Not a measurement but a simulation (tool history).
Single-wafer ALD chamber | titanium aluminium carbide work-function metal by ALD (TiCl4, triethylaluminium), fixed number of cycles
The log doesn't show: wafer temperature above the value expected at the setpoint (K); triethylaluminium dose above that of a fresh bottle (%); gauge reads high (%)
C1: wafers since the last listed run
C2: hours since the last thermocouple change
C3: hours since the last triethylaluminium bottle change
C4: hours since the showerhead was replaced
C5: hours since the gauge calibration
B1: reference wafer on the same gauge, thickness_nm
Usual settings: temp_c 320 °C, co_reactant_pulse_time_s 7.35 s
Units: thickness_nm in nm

run 1 hour=0 | temp_c=316 co_reactant_pulse_time_s=7.35 | C1=0 C2=1716.8 C3=830.1 C4=3391.2 C5=669.7 | B1=1.83 | thickness_nm=1.728
-- hour=3.4 gauge calibrated
run 2 hour=60.8 | temp_c=316 co_reactant_pulse_time_s=7.35 | C1=644 C2=1777.6 C3=890.9 C4=3452 C5=57.4 | B1=1.83 | thickness_nm=1.728
run 3 hour=211.4 | temp_c=320 co_reactant_pulse_time_s=5.01 | C1=1597 C2=1928.2 C3=1041.5 C4=3602.6 C5=208 | B1=1.83 | thickness_nm=1.33
run 4 hour=257.3 | temp_c=320 co_reactant_pulse_time_s=5.01 | C1=486 C2=1974.1 C3=1087.4 C4=3648.5 C5=253.9 | B1=1.83 | thickness_nm=1.321
run 5 hour=319.1 | temp_c=320 co_reactant_pulse_time_s=5.06 | C1=655 C2=2035.9 C3=1149.2 C4=3710.3 C5=315.7 | B1=1.83 | thickness_nm=1.336
-- hour=334.3 showerhead replaced
run 6 hour=377.7 | temp_c=320 co_reactant_pulse_time_s=5.06 | C1=536 C2=2094.5 C3=1207.8 C4=43.4 C5=374.3 | B1=1.83 | thickness_nm=1.341
run 7 hour=446.5 | temp_c=320 co_reactant_pulse_time_s=6.55 | C1=729 C2=2163.3 C3=1276.6 C4=112.2 C5=443.1 | B1=1.831 | thickness_nm=1.633
run 8 hour=510.6 | temp_c=328 co_reactant_pulse_time_s=7.35 | C1=679 C2=2227.4 C3=1340.7 C4=176.3 C5=507.2 | B1=1.83 | thickness_nm=1.783
-- hour=522.5 gauge calibrated
run 9 hour=574.4 | temp_c=330 co_reactant_pulse_time_s=7.35 | C1=676 C2=2291.2 C3=1404.5 C4=240.1 C5=51.9 | B1=1.83 | thickness_nm=1.802
run 10 hour=605.5 | temp_c=316 co_reactant_pulse_time_s=7.35 | C1=329 C2=2322.3 C3=1435.6 C4=271.2 C5=83 | B1=1.83 | thickness_nm=1.722
run 11 hour=661.7 | temp_c=306 co_reactant_pulse_time_s=5.05 | C1=596 C2=2378.5 C3=1491.8 C4=327.4 C5=139.2 | B1=1.831 | thickness_nm=1.264
-- hour=683.2 thermocouple changed; heater temperature recalibrated
run 12 hour=703.8 | temp_c=320 co_reactant_pulse_time_s=7.35 | C1=361 C2=20.6 C3=1533.9 C4=369.5 C5=181.3 | B1=1.831 | thickness_nm=1.745
-- hour=732.2 triethylaluminium bottle replaced
run 13 hour=831.6 | temp_c=312 co_reactant_pulse_time_s=7.35 | C1=1270 C2=148.4 C3=99.4 C4=497.3 C5=309.1 | B1=1.83 | thickness_nm=1.802
run 14 hour=873.1 | temp_c=334 co_reactant_pulse_time_s=8.88 | C1=440 C2=189.9 C3=140.9 C4=538.8 C5=350.6 | B1=1.831 | thickness_nm=2.037
run 15 hour=944.5 | temp_c=320 co_reactant_pulse_time_s=6.4 | C1=757 C2=261.3 C3=212.3 C4=610.2 C5=422 | B1=1.83 | thickness_nm=1.722
run 16 hour=1002.4 | temp_c=314 co_reactant_pulse_time_s=6.28 | C1=614 C2=319.2 C3=270.2 C4=668.1 C5=479.9 | B1=1.829 | thickness_nm=1.651
run 17 hour=1066.8 | temp_c=307 co_reactant_pulse_time_s=7.35 | C1=682 C2=383.6 C3=334.6 C4=732.5 C5=544.3 | B1=1.83 | thickness_nm=1.725

Forecast each of these 3 alternatives for the next run:
run A hour=1067.2 | temp_c=320 co_reactant_pulse_time_s=7.35 | C1=4 C2=384 C3=335 C4=732.9 C5=544.7 | B1=? | thickness_nm=?
run B hour=1067.2 | temp_c=329 co_reactant_pulse_time_s=8.22 | C1=4 C2=384 C3=335 C4=732.9 C5=544.7 | B1=? | thickness_nm=?
run C hour=1067.2 | temp_c=325 co_reactant_pulse_time_s=8.38 | C1=4 C2=384 C3=335 C4=732.9 C5=544.7 | B1=? | thickness_nm=?

run=A B1=1.83 thickness_nm=1.826
run=B B1=1.83 thickness_nm=1.955
run=C B1=1.83 thickness_nm=1.938
Without the tool's hidden state the same runs would have given:
run=A thickness_nm=1.875
run=B thickness_nm=1.994
run=C thickness_nm=1.975

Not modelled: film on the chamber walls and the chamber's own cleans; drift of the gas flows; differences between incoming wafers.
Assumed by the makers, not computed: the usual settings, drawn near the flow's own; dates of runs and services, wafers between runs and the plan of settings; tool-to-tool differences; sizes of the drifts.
